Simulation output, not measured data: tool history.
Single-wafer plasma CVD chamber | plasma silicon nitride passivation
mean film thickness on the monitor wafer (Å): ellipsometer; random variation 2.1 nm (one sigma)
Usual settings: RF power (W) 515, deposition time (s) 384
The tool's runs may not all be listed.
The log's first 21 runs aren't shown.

| run | hour | RF power (W) | deposition time (s) | wafers since the last listed run | hours since the last RF generator calibration | hours since the showerhead was replaced | hours since the gauge calibration | read-back reference wafer on the same gauge, thickness_nm | mean film thickness on the monitor wafer (Å) |
|---|---|---|---|---|---|---|---|---|---|
| 22 | 1819.8 | 450 | 353 | 410 | 520.5 | 3246.5 | 650 | 541.936 | 5471.96 |
| 23 | 1921.4 | 430 | 448 | 492 | 622.1 | 3348.1 | 751.6 | 542.269 | 6778.12 |
| 24 | 1973 | 420 | 409 | 250 | 673.7 | 3399.7 | 803.2 | 542.376 | 6155.72 |
| 25 | 2073.7 | 515 | 384 | 488 | 774.4 | 3500.4 | 903.9 | 541.646 | 6143.77 |
| 26 | 2111.4 | 515 | 384 | 182 | 812.1 | 3538.1 | 941.6 | 541.785 | 6120.23 |
| 27 | 2204 | 550 | 319 | 449 | 904.7 | 3630.7 | 1034.2 | 542.311 | 5180.5 |
| 28 | 2287.6 | 515 | 384 | 405 | 988.3 | 3714.3 | 1117.8 | 541.999 | 6133.52 |
| 29 | 2331.8 | 610 | 320 | 214 | 1032.5 | 3758.5 | 1162 | 542.017 | 5363.79 |
| 30 | 2418.2 | 515 | 344 | 419 | 1118.9 | 3844.9 | 1248.4 | 541.056 | 5496.66 |
| 31 | 2488.6 | 455 | 456 | 341 | 1189.3 | 3915.3 | 1318.8 | 543.025 | 6970.27 |
|  | 2532.3 | showerhead replaced |
| 32 | 2532.8 | 515 | 384 | 175 | 1233.5 | 0.5 | 1363 | 542.737 | 6125.97 |
| 33 | 2566.6 | 605 | 309 | 163 | 1267.3 | 34.3 | 1396.8 | 541.872 | 5184.8 |
| 34 | 2607.5 | 460 | 384 | 198 | 1308.2 | 75.2 | 1437.7 | 542.373 | 5914.39 |
| 35 | 2648.7 | 515 | 427 | 199 | 1349.4 | 116.4 | 1478.9 | 541.659 | 6786.67 |
| 36 | 2727.4 | 605 | 426 | 381 | 1428.1 | 195.1 | 1557.6 | 541.304 | 7106.43 |
| 37 | 2821.9 | 515 | 384 | 458 | 1522.6 | 289.6 | 1652.1 | 541.698 | 6100.76 |
| 38 | 2947.6 | 515 | 384 | 609 | 1648.3 | 415.3 | 1777.8 | 542.021 | 6092.45 |
| 39 | 2997.8 | 515 | 384 | 243 | 1698.5 | 465.5 | 1828 | 542.24 | 6085.85 |
|  | 3052.8 | gauge calibrated |
| 40 | 3103 | 595 | 406 | 510 | 1803.7 | 570.7 | 50.2 | 541.936 | 6724.27 |
| 41 | 3187.3 | 545 | 405 | 408 | 1888 | 655 | 134.5 | 542.258 | 6534.68 |
| 42 | 3258.5 | 590 | 359 | 345 | 1959.2 | 726.2 | 205.7 | 541.742 | 5951.92 |
| 43 | 3319.1 | 515 | 384 | 293 | 2019.8 | 786.8 | 266.3 | 542.315 | 6087.96 |

Forecast each of these 5 alternatives for the next run:
| A | 3319.6 | 515 | 384 | 2 | 2020.3 | 787.3 | 266.8 | ? | ? |
| B | 3319.6 | 540 | 384 | 2 | 2020.3 | 787.3 | 266.8 | ? | ? |
| C | 3319.6 | 590 | 344 | 2 | 2020.3 | 787.3 | 266.8 | ? | ? |
| D | 3319.6 | 515 | 336 | 2 | 2020.3 | 787.3 | 266.8 | ? | ? |
| E | 3319.6 | 560 | 360 | 2 | 2020.3 | 787.3 | 266.8 | ? | ? |

| run | read-back reference wafer on the same gauge, thickness_nm | mean film thickness on the monitor wafer (Å) |
|---|---|---|
| A | 542.713 | 6077.99 |
| B | 542.713 | 6164.55 |
| C | 542.713 | 5670.29 |
| D | 542.713 | 5318.24 |
| E | 542.713 | 5842.32 |
Without the tool's hidden state the same runs would have given:
| run | mean film thickness on the monitor wafer (Å) |
|---|---|
| A | 6241.97 |
| B | 6330.86 |
| C | 5823.27 |
| D | 5461.72 |
| E | 5999.94 |

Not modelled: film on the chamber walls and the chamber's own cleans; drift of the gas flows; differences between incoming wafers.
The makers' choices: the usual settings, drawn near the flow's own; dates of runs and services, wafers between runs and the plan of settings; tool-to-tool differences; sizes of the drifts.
